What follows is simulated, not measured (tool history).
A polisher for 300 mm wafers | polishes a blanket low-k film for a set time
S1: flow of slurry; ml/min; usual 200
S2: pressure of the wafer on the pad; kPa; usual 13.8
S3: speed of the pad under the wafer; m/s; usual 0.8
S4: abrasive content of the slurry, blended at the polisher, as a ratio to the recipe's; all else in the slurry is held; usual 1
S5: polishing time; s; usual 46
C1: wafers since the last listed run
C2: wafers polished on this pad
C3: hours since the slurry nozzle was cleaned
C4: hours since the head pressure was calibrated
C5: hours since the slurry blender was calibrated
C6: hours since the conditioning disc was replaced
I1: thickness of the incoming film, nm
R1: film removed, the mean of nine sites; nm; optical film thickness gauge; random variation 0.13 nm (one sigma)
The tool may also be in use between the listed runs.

run,hour,S1,S2,S3,S4,S5,C1,C2,C3,C4,C5,C6,I1,R1
1,0,200,13.8,0.8,1,46,0,236,137.5,748.1,80.6,48.3,331.4,12.8
2,17.5,200,13.8,0.8,1,46,211,447,155,765.6,98.1,65.8,329.6,12.6
# hour 40.6: slurry blender recalibrated
# hour 65.7: worn pad replaced by a new one
3,90.9,200,13.8,0.8,0.85,37,814,305,228.4,839,50.3,139.2,332.2,9.7
4,111.3,200,13.8,0.8,0.85,37,246,551,248.8,859.4,70.7,159.6,330,9.7
5,135.7,200,13.8,0.8,0.85,37,294,846,273.2,883.8,95.1,184,332,9.4
# hour 158.5: slurry blender recalibrated
# hour 163.2: worn pad replaced by a new one
6,163.7,200,13.8,0.8,1,46,265,6,301.2,911.8,5.2,212,327.3,13.4
7,184.1,200,13.8,0.8,1,46,246,253,321.6,932.2,25.6,232.4,336,13.3
8,217.3,200,13.8,0.8,1,46,401,654,354.8,965.4,58.8,265.6,326.2,12.9
# hour 224.4: conditioning disc replaced and pad reconditioned
9,229.9,200,13.8,0.8,1,46,128,782,367.4,978,71.4,5.5,333.8,12.9
10,243.1,200,13.8,0.8,1,46,159,942,380.6,991.2,84.6,18.7,334.2,12.8
# hour 249.7: slurry blender recalibrated
# hour 264.4: worn pad replaced by a new one
# hour 266.4: head pressure recalibrated
11,270.9,200,13.8,0.8,1.25,46,240,54,408.4,4.5,21.2,46.5,328.8,14.3
12,284.6,200,13.8,0.8,1,46,165,220,422.1,18.2,34.9,60.2,327.6,13.1
13,300,200,10.3,0.8,1,46,186,406,437.5,33.6,50.3,75.6,326.6,10.4
# hour 310.1: slurry nozzle cleaned
14,328,245,17.9,0.8,1,32,326,732,17.9,61.6,78.3,103.6,328.5,11.1
# hour 356.6: worn pad replaced by a new one
15,357.1,200,13.8,0.8,1,53,303,6,47,90.7,107.4,132.7,324.7,14.4
# hour 368.9: slurry blender recalibrated
16,377.2,200,13.8,0.8,1,46,218,224,67.1,110.8,8.3,152.8,335.3,13.3
17,391.7,165,13.8,0.8,1,46,175,400,81.6,125.3,22.8,167.3,329.8,12.7
18,421.4,200,13.8,0.8,1,46,359,759,111.3,155,52.5,197,335,13
19,455.3,200,13.8,1.04,1,46,409,1168,145.2,188.9,86.4,230.9,332.9,14.8
# hour 461: worn pad replaced by a new one
# hour 479.1: slurry blender recalibrated
20,480.1,200,13.8,0.6,0.9,46,227,206,170,213.7,1,255.7,324.6,10.9

Forecast each of these 5 alternatives for the next run:
A,480.5,200,13.8,0.8,0.8,46,4,211,170.4,214.1,1.4,256.1,332.3,?
B,480.5,155,13.8,0.8,1,36,4,211,170.4,214.1,1.4,256.1,332.3,?
C,480.5,200,13.8,0.9,1,52,4,211,170.4,214.1,1.4,256.1,332.3,?
D,480.5,200,13.8,0.8,0.9,32,4,211,170.4,214.1,1.4,256.1,332.3,?
E,480.5,200,13.8,0.72,1,46,4,211,170.4,214.1,1.4,256.1,332.3,?

run,R1
A,12.2
B,10
C,16.3
D,8.9
E,12.6
Without the tool's hidden state the same runs would have given:
run,R1
A,12.3
B,10.1
C,16.4
D,9
E,12.7

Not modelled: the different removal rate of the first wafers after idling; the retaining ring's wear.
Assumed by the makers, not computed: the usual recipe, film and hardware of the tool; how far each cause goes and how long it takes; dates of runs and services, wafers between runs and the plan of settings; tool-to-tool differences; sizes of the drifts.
